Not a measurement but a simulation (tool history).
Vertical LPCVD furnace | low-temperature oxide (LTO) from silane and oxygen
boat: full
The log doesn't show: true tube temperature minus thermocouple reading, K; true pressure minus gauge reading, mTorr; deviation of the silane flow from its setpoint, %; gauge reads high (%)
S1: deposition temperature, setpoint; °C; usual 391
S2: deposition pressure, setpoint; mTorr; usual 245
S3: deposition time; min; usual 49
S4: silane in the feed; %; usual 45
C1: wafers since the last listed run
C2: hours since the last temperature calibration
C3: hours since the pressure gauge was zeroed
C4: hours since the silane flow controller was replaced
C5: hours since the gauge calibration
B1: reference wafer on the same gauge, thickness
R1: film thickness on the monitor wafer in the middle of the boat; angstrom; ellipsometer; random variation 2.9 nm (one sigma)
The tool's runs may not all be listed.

{"run": 1, "day": 0.0, "S1": 397, "S2": 245, "S3": 49, "S4": 45, "C1": 0, "C2": 1721.4, "C3": 1296, "C4": 5154, "C5": 1253, "B1": 576.79, "R1": 5761.7}
{"run": 2, "day": 4.45, "S1": 397, "S2": 245, "S3": 49, "S4": 45, "C1": 1267, "C2": 1828.2, "C3": 1402.8, "C4": 5260.8, "C5": 1359.8, "B1": 576.62, "R1": 5743.8}
{"run": 3, "day": 8.188, "S1": 391, "S2": 245, "S3": 49, "S4": 45, "C1": 1064, "C2": 1917.9, "C3": 1492.5, "C4": 5350.5, "C5": 1449.5, "B1": 576.27, "R1": 5361.8}
{"run": 4, "day": 11.212, "S1": 391, "S2": 245, "S3": 49, "S4": 45, "C1": 861, "C2": 1990.5, "C3": 1565.1, "C4": 5423.1, "C5": 1522.1, "B1": 578.18, "R1": 5413.8}
{"day": 11.25, "done": "gauge calibrated"}
{"run": 5, "day": 13.471, "S1": 391, "S2": 245, "S3": 49, "S4": 45, "C1": 643, "C2": 2044.7, "C3": 1619.3, "C4": 5477.3, "C5": 53.3, "B1": 576.66, "R1": 5397.8}
{"run": 6, "day": 17.508, "S1": 391, "S2": 245, "S3": 63, "S4": 50, "C1": 1150, "C2": 2141.6, "C3": 1716.2, "C4": 5574.2, "C5": 150.2, "B1": 577.28, "R1": 7572.1}
{"run": 7, "day": 19.425, "S1": 391, "S2": 245, "S3": 63, "S4": 50, "C1": 546, "C2": 2187.6, "C3": 1762.2, "C4": 5620.2, "C5": 196.2, "B1": 577.99, "R1": 7615.6}
{"run": 8, "day": 21.604, "S1": 391, "S2": 245, "S3": 63, "S4": 50, "C1": 620, "C2": 2239.9, "C3": 1814.5, "C4": 5672.5, "C5": 248.5, "B1": 576.33, "R1": 7610.8}
{"run": 9, "day": 23.771, "S1": 391, "S2": 205, "S3": 49, "S4": 50, "C1": 617, "C2": 2291.9, "C3": 1866.5, "C4": 5724.5, "C5": 300.5, "B1": 578.12, "R1": 4971.9}
{"day": 25.15, "done": "thermocouples replaced and temperature profile calibrated"}
{"day": 25.642, "done": "silane flow controller replaced"}
{"run": 10, "day": 29.162, "S1": 391, "S2": 205, "S3": 49, "S4": 50, "C1": 1110, "C2": 96.3, "C3": 1995.9, "C4": 84.5, "C5": 429.9, "B1": 576.72, "R1": 4928.1}
{"run": 11, "day": 31.396, "S1": 391, "S2": 205, "S3": 49, "S4": 50, "C1": 636, "C2": 149.9, "C3": 2049.5, "C4": 138.1, "C5": 483.5, "B1": 575.76, "R1": 4880}
{"run": 12, "day": 34.217, "S1": 387, "S2": 245, "S3": 49, "S4": 45, "C1": 803, "C2": 217.6, "C3": 2117.2, "C4": 205.8, "C5": 551.2, "B1": 575.93, "R1": 5085.9}
{"run": 13, "day": 36.779, "S1": 387, "S2": 245, "S3": 49, "S4": 45, "C1": 730, "C2": 279.1, "C3": 2178.7, "C4": 267.3, "C5": 612.7, "B1": 577.01, "R1": 5060.6}
{"run": 14, "day": 39.533, "S1": 398, "S2": 215, "S3": 43.5, "S4": 43, "C1": 784, "C2": 345.2, "C3": 2244.8, "C4": 333.4, "C5": 678.8, "B1": 576.33, "R1": 4247.6}
{"run": 15, "day": 41.504, "S1": 391, "S2": 215, "S3": 49, "S4": 45, "C1": 561, "C2": 392.5, "C3": 2292.1, "C4": 380.7, "C5": 726.1, "B1": 575.88, "R1": 4664.2}
{"run": 16, "day": 45.908, "S1": 391, "S2": 245, "S3": 66.5, "S4": 42, "C1": 1254, "C2": 498.2, "C3": 2397.8, "C4": 486.4, "C5": 831.8, "B1": 577.91, "R1": 6725.4}
{"day": 49.383, "done": "pressure gauge zeroed"}
{"run": 17, "day": 50.062, "S1": 391, "S2": 245, "S3": 49, "S4": 45, "C1": 898, "C2": 597.9, "C3": 16.3, "C4": 586.1, "C5": 931.5, "B1": 576.66, "R1": 5477.6}
{"run": 18, "day": 54.383, "S1": 391, "S2": 245, "S3": 49, "S4": 45, "C1": 1230, "C2": 701.6, "C3": 120, "C4": 689.8, "C5": 1035.2, "B1": 577.3, "R1": 5521}
{"run": 19, "day": 56.158, "S1": 391, "S2": 245, "S3": 49, "S4": 37, "C1": 505, "C2": 744.2, "C3": 162.6, "C4": 732.4, "C5": 1077.8, "B1": 576.19, "R1": 4352.8}
{"run": 20, "day": 59.317, "S1": 391, "S2": 245, "S3": 49, "S4": 45, "C1": 899, "C2": 820, "C3": 238.4, "C4": 808.2, "C5": 1153.6, "B1": 576.08, "R1": 5476.1}
{"run": 21, "day": 61.55, "S1": 387, "S2": 225, "S3": 49, "S4": 50, "C1": 636, "C2": 873.6, "C3": 292, "C4": 861.8, "C5": 1207.2, "B1": 576.78, "R1": 5323}
{"day": 69.021, "done": "gauge calibrated"}
{"run": 22, "day": 71.35, "S1": 391, "S2": 245, "S3": 49, "S4": 45, "C1": 2791, "C2": 1108.8, "C3": 527.2, "C4": 1097, "C5": 55.9, "B1": 576.55, "R1": 5456.3}
{"run": 23, "day": 75.104, "S1": 391, "S2": 270, "S3": 49, "S4": 45, "C1": 1069, "C2": 1198.9, "C3": 617.3, "C4": 1187.1, "C5": 146, "B1": 577.14, "R1": 5956.9}
{"run": 24, "day": 76.9, "S1": 383, "S2": 245, "S3": 49, "S4": 45, "C1": 511, "C2": 1242, "C3": 660.4, "C4": 1230.2, "C5": 189.1, "B1": 576, "R1": 5003}

Run 25 comes next. What will it give?
{"run": 25, "day": 80.467, "S1": 391, "S2": 190, "S3": 49, "S4": 45, "C1": 1016, "C2": 1327.6, "C3": 746, "C4": 1315.8, "C5": 274.7, "B1": "?", "R1": "?"}

Run 25 gave B1 575.76, R1 4216.5 angstrom.
Without the tool's hidden state the same run would have given R1 4241.1 angstrom.
